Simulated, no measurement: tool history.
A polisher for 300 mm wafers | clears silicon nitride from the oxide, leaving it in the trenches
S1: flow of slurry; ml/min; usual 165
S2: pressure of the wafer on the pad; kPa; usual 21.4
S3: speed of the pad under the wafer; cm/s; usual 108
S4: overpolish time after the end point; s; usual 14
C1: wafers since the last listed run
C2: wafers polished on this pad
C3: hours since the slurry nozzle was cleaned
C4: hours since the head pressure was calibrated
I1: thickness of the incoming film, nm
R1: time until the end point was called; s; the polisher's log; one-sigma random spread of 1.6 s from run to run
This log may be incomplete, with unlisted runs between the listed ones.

| run | hour | S1 | S2 | S3 | S4 | C1 | C2 | C3 | C4 | I1 | R1 |
|---|---|---|---|---|---|---|---|---|---|---|---|
| 1 | 0.0 | 165 | 16.5 | 92 | 14 | 0 | 1208 | 247.6 | 385.8 | 114.6 | 125.4 |
|  | 17.9 | slurry nozzle cleaned |
|  | 29.6 | worn pad replaced by a new one |
| 2 | 47.6 | 165 | 21.4 | 108 | 12 | 331 | 139 | 29.7 | 433.4 | 116.1 | 81.9 |
| 3 | 96.2 | 165 | 21.4 | 108 | 12 | 378 | 518 | 78.3 | 482.0 | 114.4 | 84.9 |
| 4 | 167.2 | 165 | 21.4 | 108 | 12 | 553 | 1071 | 149.3 | 553.0 | 114.9 | 82.6 |
|  | 196.3 | worn pad replaced by a new one |
| 5 | 206.8 | 165 | 21.4 | 108 | 14 | 277 | 82 | 188.9 | 592.6 | 114.9 | 79.9 |
| 6 | 272.6 | 165 | 21.4 | 108 | 14 | 512 | 594 | 254.7 | 658.4 | 115.1 | 86.8 |
|  | 300.2 | slurry nozzle cleaned |
| 7 | 324.0 | 165 | 21.4 | 108 | 14 | 392 | 987 | 23.8 | 709.8 | 116.1 | 86.1 |
|  | 358.5 | worn pad replaced by a new one |
| 8 | 367.0 | 165 | 21.4 | 108 | 12 | 303 | 66 | 66.8 | 752.8 | 114.1 | 85.6 |
| 9 | 402.9 | 165 | 24.1 | 130 | 18 | 279 | 346 | 102.7 | 788.7 | 115.1 | 64.5 |
|  | 551.0 | worn pad replaced by a new one |
|  | 564.5 | slurry nozzle cleaned |
|  | 584.0 | head pressure recalibrated |
| 10 | 603.8 | 165 | 19.3 | 138 | 14 | 1510 | 387 | 39.3 | 19.8 | 114.2 | 66.4 |
| 11 | 646.7 | 200 | 24.1 | 108 | 14 | 334 | 721 | 82.2 | 62.7 | 115.5 | 70.3 |
|  | 753.4 | worn pad replaced by a new one |
| 12 | 789.7 | 165 | 21.4 | 108 | 11 | 1082 | 282 | 225.2 | 205.7 | 115.5 | 81.8 |
| 13 | 850.6 | 165 | 21.4 | 108 | 14 | 474 | 756 | 286.1 | 266.6 | 115.1 | 83.4 |
|  | 890.7 | slurry nozzle cleaned |
| 14 | 895.7 | 165 | 18.6 | 132 | 7 | 343 | 1100 | 5.0 | 311.7 | 114.5 | 78.6 |

Here are 3 independent what-if runs from the current tool condition. What would each one return?
| A | 896.2 | 165 | 21.4 | 108 | 14 | 3 | 1104 | 5.5 | 312.2 | 115.4 | ? |
| B | 896.2 | 190 | 26.9 | 78 | 17 | 3 | 1104 | 5.5 | 312.2 | 115.4 | ? |
| C | 896.2 | 200 | 27.6 | 84 | 7 | 3 | 1104 | 5.5 | 312.2 | 115.4 | ? |

| run | R1 |
|---|---|
| A | 84.1 |
| B | 91.1 |
| C | 82.1 |
Take away the tool's hidden state, keep each run's random variation, and the runs would have read:
| run | R1 |
|---|---|
| A | 81.1 |
| B | 87.9 |
| C | 79.2 |
